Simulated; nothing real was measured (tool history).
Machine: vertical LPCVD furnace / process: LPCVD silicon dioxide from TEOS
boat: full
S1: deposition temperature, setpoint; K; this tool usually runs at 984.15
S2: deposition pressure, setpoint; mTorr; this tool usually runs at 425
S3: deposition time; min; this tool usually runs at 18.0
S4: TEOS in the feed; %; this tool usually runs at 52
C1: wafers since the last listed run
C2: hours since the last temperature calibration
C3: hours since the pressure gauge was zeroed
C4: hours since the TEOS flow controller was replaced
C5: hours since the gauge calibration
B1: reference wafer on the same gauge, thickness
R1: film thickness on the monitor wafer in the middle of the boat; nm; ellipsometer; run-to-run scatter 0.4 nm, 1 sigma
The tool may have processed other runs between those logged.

{"run": 1, "hour": 0.0, "S1": 984.15, "S2": 425, "S3": 18.0, "S4": 55, "C1": 0, "C2": 3393.4, "C3": 1166.6, "C4": 5987.4, "C5": 1048.8, "B1": 139.86, "R1": 161.29}
{"run": 2, "hour": 46.2, "S1": 984.15, "S2": 425, "S3": 18.0, "S4": 55, "C1": 429, "C2": 3439.6, "C3": 1212.8, "C4": 6033.6, "C5": 1095.0, "B1": 140.02, "R1": 160.96}
{"run": 3, "hour": 93.2, "S1": 984.15, "S2": 425, "S3": 18.0, "S4": 55, "C1": 436, "C2": 3486.6, "C3": 1259.8, "C4": 6080.6, "C5": 1142.0, "B1": 140.08, "R1": 161.02}
{"run": 4, "hour": 128.1, "S1": 984.15, "S2": 425, "S3": 18.0, "S4": 52, "C1": 324, "C2": 3521.5, "C3": 1294.7, "C4": 6115.5, "C5": 1176.9, "B1": 140.11, "R1": 156.07}
{"run": 5, "hour": 323.4, "S1": 984.15, "S2": 425, "S3": 18.0, "S4": 52, "C1": 1813, "C2": 3716.8, "C3": 1490.0, "C4": 6310.8, "C5": 1372.2, "B1": 140.06, "R1": 156.53}
{"run": 6, "hour": 350.9, "S1": 984.15, "S2": 425, "S3": 18.0, "S4": 52, "C1": 255, "C2": 3744.3, "C3": 1517.5, "C4": 6338.3, "C5": 1399.7, "B1": 140.03, "R1": 156.73}
{"run": 7, "hour": 398.3, "S1": 984.15, "S2": 425, "S3": 18.0, "S4": 52, "C1": 440, "C2": 3791.7, "C3": 1564.9, "C4": 6385.7, "C5": 1447.1, "B1": 140.01, "R1": 156.89}
{"hour": 422.9, "done": "TEOS flow controller replaced"}
{"run": 8, "hour": 439.7, "S1": 984.15, "S2": 425, "S3": 18.0, "S4": 52, "C1": 161, "C2": 3833.1, "C3": 1606.3, "C4": 16.8, "C5": 1488.5, "B1": 139.84, "R1": 156.24}
{"run": 9, "hour": 481.6, "S1": 984.15, "S2": 425, "S3": 18.0, "S4": 52, "C1": 389, "C2": 3875.0, "C3": 1648.2, "C4": 58.7, "C5": 1530.4, "B1": 139.76, "R1": 156.6}
{"run": 10, "hour": 517.4, "S1": 984.15, "S2": 425, "S3": 18.0, "S4": 52, "C1": 332, "C2": 3910.8, "C3": 1684.0, "C4": 94.5, "C5": 1566.2, "B1": 140.0, "R1": 157.54}
{"run": 11, "hour": 548.5, "S1": 984.15, "S2": 425, "S3": 18.0, "S4": 52, "C1": 288, "C2": 3941.9, "C3": 1715.1, "C4": 125.6, "C5": 1597.3, "B1": 139.99, "R1": 157.02}
{"hour": 594.6, "done": "thermocouples replaced and temperature profile calibrated"}
{"run": 12, "hour": 595.1, "S1": 984.15, "S2": 425, "S3": 18.0, "S4": 52, "C1": 209, "C2": 0.5, "C3": 1761.7, "C4": 172.2, "C5": 1643.9, "B1": 139.97, "R1": 156.28}
{"run": 13, "hour": 614.5, "S1": 984.15, "S2": 425, "S3": 18.0, "S4": 52, "C1": 180, "C2": 19.9, "C3": 1781.1, "C4": 191.6, "C5": 1663.3, "B1": 139.99, "R1": 156.98}
{"run": 14, "hour": 667.4, "S1": 984.15, "S2": 425, "S3": 18.0, "S4": 52, "C1": 491, "C2": 72.8, "C3": 1834.0, "C4": 244.5, "C5": 1716.2, "B1": 139.86, "R1": 156.84}
{"run": 15, "hour": 715.3, "S1": 984.15, "S2": 505, "S3": 15.5, "S4": 56, "C1": 444, "C2": 120.7, "C3": 1881.9, "C4": 292.4, "C5": 1764.1, "B1": 139.85, "R1": 152.1}
{"run": 16, "hour": 749.4, "S1": 984.15, "S2": 425, "S3": 18.0, "S4": 52, "C1": 316, "C2": 154.8, "C3": 1916.0, "C4": 326.5, "C5": 1798.2, "B1": 140.02, "R1": 157.11}
{"hour": 765.8, "done": "gauge calibrated"}
{"run": 17, "hour": 797.6, "S1": 992.15, "S2": 385, "S3": 18.0, "S4": 60, "C1": 447, "C2": 203.0, "C3": 1964.2, "C4": 374.7, "C5": 31.8, "B1": 140.02, "R1": 191.59}
{"hour": 848.7, "done": "pressure gauge zeroed"}
{"run": 18, "hour": 850.8, "S1": 984.15, "S2": 425, "S3": 18.0, "S4": 52, "C1": 271, "C2": 256.2, "C3": 2.1, "C4": 427.9, "C5": 85.0, "B1": 140.03, "R1": 156.82}
{"run": 19, "hour": 898.7, "S1": 990.15, "S2": 425, "S3": 23.0, "S4": 52, "C1": 444, "C2": 304.1, "C3": 50.0, "C4": 475.8, "C5": 132.9, "B1": 140.08, "R1": 229.42}
{"run": 20, "hour": 938.9, "S1": 984.15, "S2": 425, "S3": 18.0, "S4": 52, "C1": 373, "C2": 344.3, "C3": 90.2, "C4": 516.0, "C5": 173.1, "B1": 139.92, "R1": 157.01}
{"run": 21, "hour": 987.5, "S1": 984.15, "S2": 425, "S3": 18.0, "S4": 52, "C1": 451, "C2": 392.9, "C3": 138.8, "C4": 564.6, "C5": 221.7, "B1": 140.15, "R1": 155.56}
{"run": 22, "hour": 1055.4, "S1": 984.15, "S2": 370, "S3": 18.0, "S4": 48, "C1": 630, "C2": 460.8, "C3": 206.7, "C4": 632.5, "C5": 289.6, "B1": 139.99, "R1": 140.42}
{"run": 23, "hour": 1112.5, "S1": 984.15, "S2": 475, "S3": 11.0, "S4": 52, "C1": 530, "C2": 517.9, "C3": 263.8, "C4": 689.6, "C5": 346.7, "B1": 140.0, "R1": 101.61}
{"run": 24, "hour": 1179.1, "S1": 984.15, "S2": 395, "S3": 23.5, "S4": 49, "C1": 618, "C2": 584.5, "C3": 330.4, "C4": 756.2, "C5": 413.3, "B1": 140.14, "R1": 191.8}
{"run": 25, "hour": 1232.1, "S1": 984.15, "S2": 425, "S3": 18.0, "S4": 52, "C1": 492, "C2": 637.5, "C3": 383.4, "C4": 809.2, "C5": 466.3, "B1": 140.0, "R1": 156.67}
{"run": 26, "hour": 1316.6, "S1": 984.15, "S2": 425, "S3": 25.0, "S4": 61, "C1": 784, "C2": 722.0, "C3": 467.9, "C4": 893.7, "C5": 550.8, "B1": 140.04, "R1": 235.68}
{"run": 27, "hour": 1346.1, "S1": 993.15, "S2": 525, "S3": 13.0, "S4": 52, "C1": 273, "C2": 751.5, "C3": 497.4, "C4": 923.2, "C5": 580.3, "B1": 139.96, "R1": 154.38}
{"run": 28, "hour": 1413.0, "S1": 984.15, "S2": 370, "S3": 18.0, "S4": 52, "C1": 621, "C2": 818.4, "C3": 564.3, "C4": 990.1, "C5": 647.2, "B1": 140.01, "R1": 145.24}
{"run": 29, "hour": 1444.0, "S1": 979.15, "S2": 425, "S3": 18.0, "S4": 58, "C1": 287, "C2": 849.4, "C3": 595.3, "C4": 1021.1, "C5": 678.2, "B1": 140.01, "R1": 147.22}
{"run": 30, "hour": 1505.3, "S1": 984.15, "S2": 425, "S3": 18.0, "S4": 52, "C1": 569, "C2": 910.7, "C3": 656.6, "C4": 1082.4, "C5": 739.5, "B1": 139.93, "R1": 157.02}
{"run": 31, "hour": 1543.4, "S1": 991.15, "S2": 485, "S3": 18.0, "S4": 59, "C1": 353, "C2": 948.8, "C3": 694.7, "C4": 1120.5, "C5": 777.6, "B1": 140.19, "R1": 207.94}

What differs in the tool's unlogged condition from the final listed run ahead of each entry between runs to the first listed run following it?
After run 7, before run 8: TEOS flow controller replaced (hour 422.9)
  no hidden state differs between the two runs
After run 11, before run 12: thermocouples replaced and temperature profile calibrated (hour 594.6)
  no hidden state differs between the two runs
After run 16, before run 17: gauge calibrated (hour 765.8)
  no hidden state differs between the two runs
After run 17, before run 18: pressure gauge zeroed (hour 848.7)
  no hidden state differs between the two runs
